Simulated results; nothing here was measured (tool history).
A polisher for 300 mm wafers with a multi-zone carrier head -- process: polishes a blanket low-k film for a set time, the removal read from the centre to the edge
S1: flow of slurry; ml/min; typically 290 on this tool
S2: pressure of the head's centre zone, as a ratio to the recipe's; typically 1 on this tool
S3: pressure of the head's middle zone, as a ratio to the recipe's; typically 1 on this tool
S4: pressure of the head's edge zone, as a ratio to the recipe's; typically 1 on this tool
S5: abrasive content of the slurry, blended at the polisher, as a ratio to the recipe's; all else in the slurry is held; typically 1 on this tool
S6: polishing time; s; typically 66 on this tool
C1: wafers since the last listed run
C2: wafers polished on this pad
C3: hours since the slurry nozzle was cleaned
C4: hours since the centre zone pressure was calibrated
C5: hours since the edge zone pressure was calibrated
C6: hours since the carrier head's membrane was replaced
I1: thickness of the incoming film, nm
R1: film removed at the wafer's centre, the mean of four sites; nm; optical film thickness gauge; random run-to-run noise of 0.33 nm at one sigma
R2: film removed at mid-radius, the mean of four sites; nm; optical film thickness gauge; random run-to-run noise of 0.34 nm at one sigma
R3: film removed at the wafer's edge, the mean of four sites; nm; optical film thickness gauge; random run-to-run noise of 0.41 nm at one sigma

run,hour,S1,S2,S3,S4,S5,S6,C1,C2,C3,C4,C5,C6,I1,R1,R2,R3
1,0,290,1,1,1,1,66,0,867,215.5,225.3,37,1165.7,721,28.9,27.9,27.4
2,20.6,290,1,1,1,1,77,189,1057,236.1,245.9,57.6,1186.3,709.9,33.8,32.9,32.5
# hour 33.2: worn pad replaced by a new one
3,47.4,290,1,1,1,1,66,209,130,262.9,272.7,84.4,1213.1,724.9,28.6,27.8,28.5
4,62.2,290,1,1,1,1,66,136,266,277.7,287.5,99.2,1227.9,708.7,29.4,28,28.2
5,96.7,290,1,1,1,1,66,317,583,312.2,322,133.7,1262.4,715.3,28.7,27.4,28.7
6,114,290,1,1,1,1,66,159,742,329.5,339.3,151,1279.7,720.1,29.1,28.2,28
7,131,290,1,1,1,1,74,156,898,346.5,356.3,168,1296.7,725.3,32.5,30,30.9
# hour 181.4: worn pad replaced by a new one
8,233.4,290,1,1,1,1,74,904,478,448.9,458.7,270.4,1399.1,717.5,32.2,30.3,30.4
9,268.2,290,1,1,0.96,1,66,319,798,483.7,493.5,305.2,1433.9,717.2,27.9,27,27.7
# hour 300: slurry nozzle cleaned
# hour 327.9: worn pad replaced by a new one
10,338,375,1.05,1,0.94,0.9,66,595,93,38,563.3,375,1503.7,723.7,30.6,27.5,26.3
# hour 354.2: centre zone pressure recalibrated
11,370,290,1.06,1,0.94,1,52,275,368,70,15.8,407,1535.7,717.3,24.4,22.7,22
# hour 425.2: edge zone pressure recalibrated
12,427.3,290,1,1,1,1,66,508,877,127.3,73.1,2.1,1593,722.2,28.8,28.1,28.5
13,452.7,290,1,1,0.91,1,66,233,1110,152.7,98.5,27.5,1618.4,715.9,28.9,28.5,27
# hour 486.2: worn pad replaced by a new one
# hour 487.2: carrier head's membrane replaced by a new one
14,487.7,290,1,1,1,1,66,276,4,187.7,133.5,62.5,0.5,725.7,28.6,27.9,27.9
15,499.7,290,1,1,1,1,66,110,115,199.7,145.5,74.5,12.5,713.3,29.7,27.8,28.2
16,513.5,290,1,1.09,1,1,60,126,241,213.5,159.3,88.3,26.3,715.4,26.4,27.1,25.4
17,540.7,355,1,1,1.03,1.15,77,250,492,240.7,186.5,115.5,53.5,708.8,36.9,35.1,35.4
18,618.6,290,1,0.93,1.05,0.85,83,716,1208,318.6,264.4,193.4,131.4,710,34.1,30.3,33.2

How the hidden state differs across the entries between the runs, from the last listed run before each to the first after it:
From run 2 to run 3: worn pad replaced by a new one (hour 33.2)
  slurry flow missing at the pad, %: 9.62 -> 11.5; deviation of the centre zone's pressure from its setpoint, %: 1.64 -> 1.87
  what was measured, less what the result would be without the hidden state, R1: +0.1 -> +0.2 nm; R2: -0.4 -> -0.4 nm; R3: -0.2 -> -0.3 nm
From run 7 to run 8: worn pad replaced by a new one (hour 181.4)
  slurry flow missing at the pad, %: 18.6 -> 30; deviation of the centre zone's pressure from its setpoint, %: 2.57 -> 3.42
  what was measured, less what the result would be without the hidden state, R1: +0 -> -0.4 nm; R2: -0.7 -> -1.2 nm; R3: -0.5 -> -0.9 nm
From run 9 to run 10: slurry nozzle cleaned (hour 300); worn pad replaced by a new one (hour 327.9)
  slurry flow missing at the pad, %: 34.5 -> 0.797; deviation of the centre zone's pressure from its setpoint, %: 3.71 -> 4.3
  what was measured, less what the result would be without the hidden state, R1: -0.5 -> +1.2 nm; R2: -1.4 -> +0 nm; R3: -1.1 -> +0 nm
From run 10 to run 11: centre zone pressure recalibrated (hour 354.2)
  slurry flow missing at the pad, %: 0.797 -> 1.28; deviation of the centre zone's pressure from its setpoint, %: 4.3 -> 0.308
  what was measured, less what the result would be without the hidden state, R1: +1.2 -> +0 nm; R2: +0 -> +0 nm; R3: +0 -> +0 nm
From run 11 to run 12: edge zone pressure recalibrated (hour 425.2)
  slurry flow missing at the pad, %: 1.28 -> 2.86; deviation of the centre zone's pressure from its setpoint, %: 0.308 -> 0.786
  what was measured, less what the result would be without the hidden state, R1: +0 -> +0.2 nm; R2: +0 -> -0.1 nm; R3: +0 -> -0.1 nm
From run 13 to run 14: worn pad replaced by a new one (hour 486.2); carrier head's membrane replaced by a new one (hour 487.2)
  slurry flow missing at the pad, %: 3.86 -> 5.52; deviation of the centre zone's pressure from its setpoint, %: 0.999 -> 1.29
  what was measured, less what the result would be without the hidden state, R1: +0.2 -> +0.2 nm; R2: -0.1 -> -0.2 nm; R3: -0.1 -> -0.1 nm
